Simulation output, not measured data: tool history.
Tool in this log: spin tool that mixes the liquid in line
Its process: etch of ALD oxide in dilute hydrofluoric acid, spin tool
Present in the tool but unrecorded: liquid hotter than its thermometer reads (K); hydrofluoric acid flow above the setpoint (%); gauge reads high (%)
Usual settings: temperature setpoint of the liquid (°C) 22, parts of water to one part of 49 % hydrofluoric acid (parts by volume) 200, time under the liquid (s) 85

run      day  temperature setpoint of the liquid (°C)  parts of water to one part of 49 % hydrofluoric acid (parts by volume)  time under the liquid (s)  wafers since the last listed run  hours since the thermometer was replaced  hours since the hydrofluoric acid flow meter was replaced  hours since the gauge calibration  read-back film thickness of the ALD oxide reference wafer, read on the same gauge (nm)  thickness taken off the ALD oxide on a monitor wafer (nm)
  1        0                                       22                                                                     175                         85                                 0                                    1937.8                                                     1947.4                             1706.7                                                                                   69.99                                                        9.2
  2      2.1                                       22                                                                     175                         85                               332                                    1988.2                                                     1997.8                             1757.1                                                                                   69.97                                                       9.27
  3    4.738                                       22                                                                     200                         85                               417                                    2051.5                                                     2061.1                             1820.4                                                                                   69.99                                                       7.86
  4    6.408                                       22                                                                     200                         85                               264                                    2091.6                                                     2101.2                             1860.5                                                                                   69.96                                                       7.86
  5    8.454                                       22                                                                     200                         85                               324                                    2140.7                                                     2150.3                             1909.6                                                                                      70                                                       7.86
      10.342  -- thermometer replaced
  6   10.592                                       22                                                                     200                         50                               332                                         6                                                     2201.6                             1960.9                                                                                   69.98                                                       4.31
  7   17.688                                       22                                                                     200                         50                              1124                                     176.3                                                     2371.9                             2131.2                                                                                      70                                                       4.29
  8   21.225                                       22                                                                     200                         50                               560                                     261.2                                                     2456.8                             2216.1                                                                                   70.01                                                       4.37
      26.733  -- hydrofluoric acid flow meter replaced
  9   32.696                                       22                                                                     160                         85                              1810                                     536.5                                                      143.1                             2491.4                                                                                   70.02                                                       9.81
 10   34.517                                       22                                                                     200                         85                               288                                     580.2                                                      186.8                             2535.1                                                                                      70                                                       7.56
 11   38.675                                       18                                                                     230                         85                               658                                       680                                                      286.6                             2634.9                                                                                   69.97                                                       5.57
      40.212  -- gauge calibrated
 12   43.171                                       22                                                                     200                         85                               712                                     787.9                                                      394.5                                 71                                                                                   69.99                                                       7.57
 13   47.008                                       18                                                                     255                        125                               607                                       880                                                      486.6                              163.1                                                                                   70.02                                                       7.04
 14   51.004                                       22                                                                     175                         85                               633                                     975.9                                                      582.5                                259                                                                                   69.98                                                          9
 15   53.142                                       22                                                                     250                         40                               338                                    1027.2                                                      633.8                              310.3                                                                                   70.01                                                       2.74
 16   56.675                                       22                                                                     225                         85                               559                                      1112                                                      718.6                              395.1                                                                                      70                                                       6.64
 17   59.408                                     17.5                                                                     270                        120                               433                                    1177.6                                                      784.2                              460.7                                                                                   70.02                                                        6.4
 18   63.475                                     24.5                                                                     280                         85                               644                                    1275.2                                                      881.8                              558.3                                                                                   69.99                                                       5.54
 19   65.429                                       22                                                                     200                         85                               309                                    1322.1                                                      928.7                              605.2                                                                                   69.99                                                       7.67
 20   67.825                                       22                                                                     170                         85                               379                                    1379.6                                                      986.2                              662.7                                                                                   69.99                                                       9.33
 21   70.538                                       22                                                                     170                        120                               429                                    1444.7                                                     1051.3                              727.8                                                                                      70                                                      13.24
 22   74.338                                     19.5                                                                     115                        125                               602                                    1535.9                                                     1142.5                                819                                                                                      70                                                      19.67
 23   76.296                                       22                                                                     200                         85                               310                                    1582.9                                                     1189.5                                866                                                                                   69.98                                                       7.82
 24   78.646                                       20                                                                     165                         85                               372                                    1639.3                                                     1245.9                              922.4                                                                                   69.99                                                       8.92
 25   80.933                                       22                                                                     200                         85                               362                                    1694.2                                                     1300.8                              977.3                                                                                   70.03                                                       7.81
 26   84.896                                     18.5                                                                     245                         85                               627                                    1789.3                                                     1395.9                             1072.4                                                                                   70.01                                                        5.4
 27   92.158                                       22                                                                     200                         85                              1150                                    1963.6                                                     1570.2                             1246.7                                                                                   69.98                                                       7.96
 28     96.5                                     25.5                                                                     200                         85                               687                                    2067.8                                                     1674.4                             1350.9                                                                                      70                                                       9.19
 29  100.854                                     24.5                                                                     200                         60                               689                                    2172.3                                                     1778.9                             1455.4                                                                                   70.01                                                       6.16
     101.133  -- thermometer replaced
 30  104.679                                       22                                                                     200                         85                               599                                      85.1                                                     1870.7                             1547.2                                                                                   69.98                                                       7.31
 31  108.888                                       22                                                                     200                         85                               666                                     186.1                                                     1971.7                             1648.2                                                                                   69.99                                                       7.26
 32  112.508                                     20.5                                                                     200                         85                               573                                       273                                                     2058.6                             1735.1                                                                                   69.99                                                       6.93
 33  115.267                                       22                                                                     200                         85                               437                                     339.2                                                     2124.8                             1801.3                                                                                   70.03                                                       7.28
 34  117.904                                       24                                                                     200                         85                               417                                     402.5                                                     2188.1                             1864.6                                                                                      70                                                       7.99

Alternative continuations, all from the tool just after run 34; predict every row:
  A  117.921                                       22                                                                     200                         85                                 2                                     402.9                                                     2188.5                               1865                                                                                       ?                                                          ?
  B  117.921                                       18                                                                     200                         35                                 2                                     402.9                                                     2188.5                               1865                                                                                       ?                                                          ?
  C  117.921                                       20                                                                     240                        115                                 2                                     402.9                                                     2188.5                               1865                                                                                       ?                                                          ?
  D  117.921                                     24.5                                                                     200                        115                                 2                                     402.9                                                     2188.5                               1865                                                                                       ?                                                          ?

run  read-back film thickness of the ALD oxide reference wafer, read on the same gauge (nm)  thickness taken off the ALD oxide on a monitor wafer (nm)
  A                                                                                   70.03                                                       7.41
  B                                                                                   70.03                                                       2.62
  C                                                                                   70.03                                                       7.44
  D                                                                                   70.03                                                      10.99
Without the tool's hidden state the same runs would have given:
run  thickness taken off the ALD oxide on a monitor wafer (nm)
  A                                                       7.25
  B                                                       2.56
  C                                                       7.28
  D                                                      10.76

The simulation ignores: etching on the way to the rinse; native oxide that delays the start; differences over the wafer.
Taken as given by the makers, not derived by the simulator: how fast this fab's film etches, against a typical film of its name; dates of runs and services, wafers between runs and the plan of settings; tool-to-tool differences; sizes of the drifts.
